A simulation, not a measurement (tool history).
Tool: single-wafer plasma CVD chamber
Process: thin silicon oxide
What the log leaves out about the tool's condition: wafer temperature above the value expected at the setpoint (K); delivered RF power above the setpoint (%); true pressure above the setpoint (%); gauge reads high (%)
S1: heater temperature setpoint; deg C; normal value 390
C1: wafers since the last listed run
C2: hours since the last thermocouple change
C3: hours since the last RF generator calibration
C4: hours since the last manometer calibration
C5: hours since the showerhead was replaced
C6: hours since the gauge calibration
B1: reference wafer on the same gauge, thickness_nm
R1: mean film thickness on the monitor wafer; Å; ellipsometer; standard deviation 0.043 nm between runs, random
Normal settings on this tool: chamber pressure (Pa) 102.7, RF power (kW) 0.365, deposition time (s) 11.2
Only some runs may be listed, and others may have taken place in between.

{"run": 1, "hour": 0.0, "S1": 390, "chamber pressure (Pa)": 102.7, "RF power (kW)": 0.365, "deposition time (s)": 11.2, "C1": 0, "C2": 2645.5, "C3": 1379.7, "C4": 1714.5, "C5": 3774.7, "C6": 186.4, "B1": 18.3, "R1": 206.78}
{"run": 2, "hour": 8.2, "S1": 390, "chamber pressure (Pa)": 102.7, "RF power (kW)": 0.365, "deposition time (s)": 11.2, "C1": 208, "C2": 2653.7, "C3": 1387.9, "C4": 1722.7, "C5": 3782.9, "C6": 194.6, "B1": 18.287, "R1": 206.46}
{"run": 3, "hour": 18.8, "S1": 390, "chamber pressure (Pa)": 102.7, "RF power (kW)": 0.365, "deposition time (s)": 11.2, "C1": 269, "C2": 2664.3, "C3": 1398.5, "C4": 1733.3, "C5": 3793.5, "C6": 205.2, "B1": 18.293, "R1": 206.89}
{"run": 4, "hour": 30.9, "S1": 390, "chamber pressure (Pa)": 102.7, "RF power (kW)": 0.365, "deposition time (s)": 11.2, "C1": 307, "C2": 2676.4, "C3": 1410.6, "C4": 1745.4, "C5": 3805.6, "C6": 217.3, "B1": 18.297, "R1": 206.84}
{"run": 5, "hour": 42.6, "S1": 390, "chamber pressure (Pa)": 102.7, "RF power (kW)": 0.365, "deposition time (s)": 11.2, "C1": 297, "C2": 2688.1, "C3": 1422.3, "C4": 1757.1, "C5": 3817.3, "C6": 229.0, "B1": 18.298, "R1": 206.44}
{"run": 6, "hour": 50.6, "S1": 390, "chamber pressure (Pa)": 102.7, "RF power (kW)": 0.42, "deposition time (s)": 11.2, "C1": 203, "C2": 2696.1, "C3": 1430.3, "C4": 1765.1, "C5": 3825.3, "C6": 237.0, "B1": 18.295, "R1": 218.14}
{"run": 7, "hour": 59.9, "S1": 390, "chamber pressure (Pa)": 102.7, "RF power (kW)": 0.42, "deposition time (s)": 11.2, "C1": 236, "C2": 2705.4, "C3": 1439.6, "C4": 1774.4, "C5": 3834.6, "C6": 246.3, "B1": 18.307, "R1": 217.92}
{"run": 8, "hour": 73.8, "S1": 390, "chamber pressure (Pa)": 102.7, "RF power (kW)": 0.365, "deposition time (s)": 11.2, "C1": 353, "C2": 2719.3, "C3": 1453.5, "C4": 1788.3, "C5": 3848.5, "C6": 260.2, "B1": 18.3, "R1": 206.29}
{"run": 9, "hour": 87.7, "S1": 390, "chamber pressure (Pa)": 102.7, "RF power (kW)": 0.365, "deposition time (s)": 11.2, "C1": 353, "C2": 2733.2, "C3": 1467.4, "C4": 1802.2, "C5": 3862.4, "C6": 274.1, "B1": 18.303, "R1": 206.75}
{"run": 10, "hour": 95.8, "S1": 390, "chamber pressure (Pa)": 102.7, "RF power (kW)": 0.365, "deposition time (s)": 11.2, "C1": 206, "C2": 2741.3, "C3": 1475.5, "C4": 1810.3, "C5": 3870.5, "C6": 282.2, "B1": 18.309, "R1": 207.57}
{"run": 11, "hour": 111.1, "S1": 390, "chamber pressure (Pa)": 102.7, "RF power (kW)": 0.365, "deposition time (s)": 11.2, "C1": 389, "C2": 2756.6, "C3": 1490.8, "C4": 1825.6, "C5": 3885.8, "C6": 297.5, "B1": 18.295, "R1": 206.6}
{"hour": 141.7, "done": "capacitance manometer re-zeroed and calibrated"}
{"run": 12, "hour": 145.7, "S1": 390, "chamber pressure (Pa)": 93.1, "RF power (kW)": 0.365, "deposition time (s)": 10.7, "C1": 676, "C2": 2791.2, "C3": 1525.4, "C4": 4.0, "C5": 3920.4, "C6": 332.1, "B1": 18.296, "R1": 182.77}
{"hour": 164.2, "done": "RF generator calibrated"}
{"hour": 177.5, "done": "gauge calibrated"}
{"run": 13, "hour": 187.6, "S1": 390, "chamber pressure (Pa)": 93.1, "RF power (kW)": 0.365, "deposition time (s)": 10.7, "C1": 862, "C2": 2833.1, "C3": 23.4, "C4": 45.9, "C5": 3962.3, "C6": 10.1, "B1": 18.299, "R1": 188.56}
{"run": 14, "hour": 201.5, "S1": 390, "chamber pressure (Pa)": 116.7, "RF power (kW)": 0.365, "deposition time (s)": 11.2, "C1": 353, "C2": 2847.0, "C3": 37.3, "C4": 59.8, "C5": 3976.2, "C6": 24.0, "B1": 18.295, "R1": 233.88}
{"run": 15, "hour": 211.4, "S1": 390, "chamber pressure (Pa)": 125.3, "RF power (kW)": 0.425, "deposition time (s)": 11.2, "C1": 251, "C2": 2856.9, "C3": 47.2, "C4": 69.7, "C5": 3986.1, "C6": 33.9, "B1": 18.306, "R1": 259.73}
{"hour": 229.4, "done": "showerhead replaced, of another model than before"}
{"hour": 248.7, "done": "thermocouple changed; heater temperature recalibrated"}
{"run": 16, "hour": 249.2, "S1": 397, "chamber pressure (Pa)": 78.4, "RF power (kW)": 0.415, "deposition time (s)": 12.5, "C1": 554, "C2": 0.5, "C3": 85.0, "C4": 107.5, "C5": 19.8, "C6": 71.7, "B1": 18.299, "R1": 183.26}
{"run": 17, "hour": 256.8, "S1": 390, "chamber pressure (Pa)": 102.7, "RF power (kW)": 0.41, "deposition time (s)": 10.2, "C1": 193, "C2": 8.1, "C3": 92.6, "C4": 115.1, "C5": 27.4, "C6": 79.3, "B1": 18.286, "R1": 200.88}
{"run": 18, "hour": 265.4, "S1": 383, "chamber pressure (Pa)": 90.3, "RF power (kW)": 0.39, "deposition time (s)": 13.0, "C1": 218, "C2": 16.7, "C3": 101.2, "C4": 123.7, "C5": 36.0, "C6": 87.9, "B1": 18.301, "R1": 221.83}
{"run": 19, "hour": 279.8, "S1": 390, "chamber pressure (Pa)": 116.3, "RF power (kW)": 0.365, "deposition time (s)": 10.0, "C1": 366, "C2": 31.1, "C3": 115.6, "C4": 138.1, "C5": 50.4, "C6": 102.3, "B1": 18.296, "R1": 212.71}
{"run": 20, "hour": 292.4, "S1": 390, "chamber pressure (Pa)": 83.7, "RF power (kW)": 0.365, "deposition time (s)": 11.2, "C1": 320, "C2": 43.7, "C3": 128.2, "C4": 150.7, "C5": 63.0, "C6": 114.9, "B1": 18.307, "R1": 171.25}
{"run": 21, "hour": 305.7, "S1": 377, "chamber pressure (Pa)": 119.1, "RF power (kW)": 0.365, "deposition time (s)": 11.2, "C1": 338, "C2": 57.0, "C3": 141.5, "C4": 164.0, "C5": 76.3, "C6": 128.2, "B1": 18.297, "R1": 245.26}
{"run": 22, "hour": 316.7, "S1": 381, "chamber pressure (Pa)": 102.7, "RF power (kW)": 0.365, "deposition time (s)": 11.2, "C1": 279, "C2": 68.0, "C3": 152.5, "C4": 175.0, "C5": 87.3, "C6": 139.2, "B1": 18.303, "R1": 213.36}
{"run": 23, "hour": 329.0, "S1": 385, "chamber pressure (Pa)": 121.1, "RF power (kW)": 0.335, "deposition time (s)": 10.3, "C1": 312, "C2": 80.3, "C3": 164.8, "C4": 187.3, "C5": 99.6, "C6": 151.5, "B1": 18.304, "R1": 220.98}
{"run": 24, "hour": 358.3, "S1": 390, "chamber pressure (Pa)": 102.7, "RF power (kW)": 0.365, "deposition time (s)": 11.2, "C1": 745, "C2": 109.6, "C3": 194.1, "C4": 216.6, "C5": 128.9, "C6": 180.8, "B1": 18.3, "R1": 212.57}

The tool's hidden state at each run:
wafer temperature above the value expected at the setpoint (K): 0 at every run
true pressure above the setpoint (%): 0 at every run
gauge reads high (%): 0 at every run
H1: delivered RF power above the setpoint (%)
run=1 H1=-8.54
run=2 H1=-8.55
run=3 H1=-8.56
run=4 H1=-8.58
run=5 H1=-8.59
run=6 H1=-8.6
run=7 H1=-8.61
run=8 H1=-8.62
run=9 H1=-8.63
run=10 H1=-8.64
run=11 H1=-8.65
run=12 H1=-8.68
run=13 H1=-1.38
run=14 H1=-1.59
run=15 H1=-1.74
run=16 H1=-2.29
run=17 H1=-2.39
run=18 H1=-2.51
run=19 H1=-2.7
run=20 H1=-2.87
run=21 H1=-3.03
run=22 H1=-3.17
run=23 H1=-3.32
run=24 H1=-3.66

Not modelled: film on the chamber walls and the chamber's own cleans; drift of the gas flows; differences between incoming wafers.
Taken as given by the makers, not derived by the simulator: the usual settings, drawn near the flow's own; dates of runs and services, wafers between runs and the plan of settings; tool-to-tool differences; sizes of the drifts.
